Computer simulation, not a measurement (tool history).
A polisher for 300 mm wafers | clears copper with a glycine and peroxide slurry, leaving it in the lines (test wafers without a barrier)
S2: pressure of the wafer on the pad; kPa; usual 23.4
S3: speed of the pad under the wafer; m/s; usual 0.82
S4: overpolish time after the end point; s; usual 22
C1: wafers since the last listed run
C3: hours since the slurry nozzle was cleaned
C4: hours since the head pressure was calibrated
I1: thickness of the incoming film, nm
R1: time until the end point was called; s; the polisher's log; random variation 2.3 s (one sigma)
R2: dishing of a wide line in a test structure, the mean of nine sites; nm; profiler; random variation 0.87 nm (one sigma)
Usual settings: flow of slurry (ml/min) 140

Run 1, day 0: usual settings; C1 0; wafers polished on this pad 554; C3 95.3; C4 77.6; I1 836.7. Result: R1 152.4 s, R2 76.7 nm.
Run 2, day 0.546: usual settings; C1 62; wafers polished on this pad 616; C3 108.4; C4 90.7; I1 848.9. Result: R1 149.2 s, R2 74.9 nm.
Run 3, day 1.292: usual settings but S4 18 s; C1 84; wafers polished on this pad 701; C3 126.3; C4 108.6; I1 840.1. Result: R1 143.7 s, R2 66.3 nm.
Run 4, day 2.017: usual settings; C1 82; wafers polished on this pad 784; C3 143.7; C4 126; I1 835.9. Result: R1 150.4 s, R2 76 nm.
Run 5, day 2.675: usual settings but flow of slurry (ml/min) 115; C1 75; wafers polished on this pad 859; C3 159.5; C4 141.8; I1 828.3. Result: R1 145.3 s, R2 73.4 nm.
Run 6, day 3.462: usual settings but flow of slurry (ml/min) 115; C1 89; wafers polished on this pad 949; C3 178.4; C4 160.7; I1 842.1. Result: R1 152.5 s, R2 73.9 nm.
At day 4.392: worn pad replaced by a new one.
Run 7, day 4.921: usual settings but flow of slurry (ml/min) 115; C1 147; wafers polished on this pad 60; C3 213.4; C4 195.7; I1 843.8. Result: R1 153.5 s, R2 74.2 nm.
Run 8, day 5.667: usual settings; C1 84; wafers polished on this pad 145; C3 231.3; C4 213.6; I1 842.2. Result: R1 148.3 s, R2 74.8 nm.
Run 9, day 6.725: usual settings; C1 120; wafers polished on this pad 265; C3 256.7; C4 239; I1 835.1. Result: R1 147.6 s, R2 74.7 nm.
Run 10, day 8.596: usual settings but S3 1.04 m/s; C1 213; wafers polished on this pad 479; C3 301.6; C4 283.9; I1 833.7. Result: R1 118 s, R2 86 nm.
Run 11, day 9.167: usual settings but S2 17.9 kPa; C1 65; wafers polished on this pad 544; C3 315.3; C4 297.6; I1 833.5. Result: R1 175.3 s, R2 64.5 nm.
Run 12, day 10.046: usual settings but S4 12 s; C1 100; wafers polished on this pad 644; C3 336.4; C4 318.7; I1 836.8. Result: R1 147 s, R2 45.8 nm.
Run 13, day 11.404: usual settings but S2 26.9 kPa; C1 154; wafers polished on this pad 799; C3 369; C4 351.3; I1 849.4. Result: R1 140.5 s, R2 82.6 nm.
Run 14, day 12.158: usual settings; C1 85; wafers polished on this pad 884; C3 387.1; C4 369.4; I1 832.4. Result: R1 147.5 s, R2 74.4 nm.
Run 15, day 12.721: usual settings but S2 30.3 kPa; C1 64; wafers polished on this pad 949; C3 400.6; C4 382.9; I1 830.6. Result: R1 123.9 s, R2 88 nm.
At day 13.129: worn pad replaced by a new one.
Run 16, day 13.704: usual settings; C1 93; wafers polished on this pad 65; C3 424.2; C4 406.5; I1 832.1. Result: R1 151 s, R2 74.9 nm.
Run 17, day 14.488: usual settings; C1 89; wafers polished on this pad 154; C3 443; C4 425.3; I1 845.5. Result: R1 156.1 s, R2 75.3 nm.
Run 18, day 15.129: usual settings but S3 0.68 m/s, S4 17 s; C1 73; wafers polished on this pad 228; C3 458.4; C4 440.7; I1 832. Result: R1 175.5 s, R2 54 nm.
Run 19, day 16.538: usual settings but flow of slurry (ml/min) 90, S2 20.7 kPa; C1 160; wafers polished on this pad 388; C3 492.2; C4 474.5; I1 831.6. Result: R1 170.1 s, R2 66 nm.
Run 20, day 17.15: usual settings but S2 17.9 kPa, S4 28 s; C1 69; wafers polished on this pad 458; C3 506.9; C4 489.2; I1 832.6. Result: R1 184.7 s, R2 75.9 nm.
At day 18.433: head pressure recalibrated.
At day 18.733: slurry nozzle cleaned.
Run 21, day 19.546: usual settings but flow of slurry (ml/min) 120, S2 17.2 kPa, S4 31 s; C1 258; wafers polished on this pad 717; C3 19.5; C4 26.7; I1 844.7. Result: R1 196.4 s, R2 77.5 nm.
At day 20.817: worn pad replaced by a new one.
Run 22, day 20.838: usual settings; C1 128; wafers polished on this pad 2; C3 50.5; C4 57.7; I1 851.4. Result: R1 160.1 s, R2 73 nm.
Run 23, day 21.996: usual settings; C1 131; wafers polished on this pad 134; C3 78.3; C4 85.5; I1 848.4. Result: R1 160 s, R2 71.6 nm.
Run 24, day 23.083: usual settings but flow of slurry (ml/min) 125, S2 15.9 kPa, S3 1.08 m/s, S4 30 s; C1 123; wafers polished on this pad 258; C3 104.4; C4 111.6; I1 836.7. Result: R1 171.4 s, R2 82.7 nm.
Run 25, day 24.325: usual settings but S3 0.6 m/s; C1 141; wafers polished on this pad 399; C3 134.2; C4 141.4; I1 840.3. Result: R1 200.7 s, R2 59.4 nm.
At day 24.525: slurry nozzle cleaned, repeated, since the last time left the tool worse.
Run 26, day 25.55: usual settings; C1 134; wafers polished on this pad 534; C3 24.6; C4 170.8; I1 836.2. Result: R1 146.7 s, R2 75.8 nm.
Run 27, day 26.792: usual settings but flow of slurry (ml/min) 105, S2 19.3 kPa, S3 0.96 m/s, S4 27 s; C1 141; wafers polished on this pad 675; C3 54.4; C4 200.6; I1 832.6. Result: R1 149 s, R2 83 nm.
Run 28, day 27.504: usual settings but S4 19 s; C1 81; wafers polished on this pad 757; C3 71.5; C4 217.7; I1 843.1. Result: R1 150.5 s, R2 68.8 nm.
Run 29, day 28.438: usual settings but flow of slurry (ml/min) 155, S2 30.3 kPa; C1 106; wafers polished on this pad 863; C3 93.9; C4 240.1; I1 831.3. Result: R1 119.7 s, R2 89.4 nm.

Forecast run 30:
Run 30, day 29.371: usual settings but flow of slurry (ml/min) 165, S2 28.3 kPa, S4 28 s; C1 106; wafers polished on this pad 969; C3 116.3; C4 262.5; I1 834.7. Result: R1 ?, R2 ?.

Run 30 gave R1 125.8 s, R2 101.1 nm.
Without the tool's hidden state the same run would have given R1 125 s, R2 101.6 nm.

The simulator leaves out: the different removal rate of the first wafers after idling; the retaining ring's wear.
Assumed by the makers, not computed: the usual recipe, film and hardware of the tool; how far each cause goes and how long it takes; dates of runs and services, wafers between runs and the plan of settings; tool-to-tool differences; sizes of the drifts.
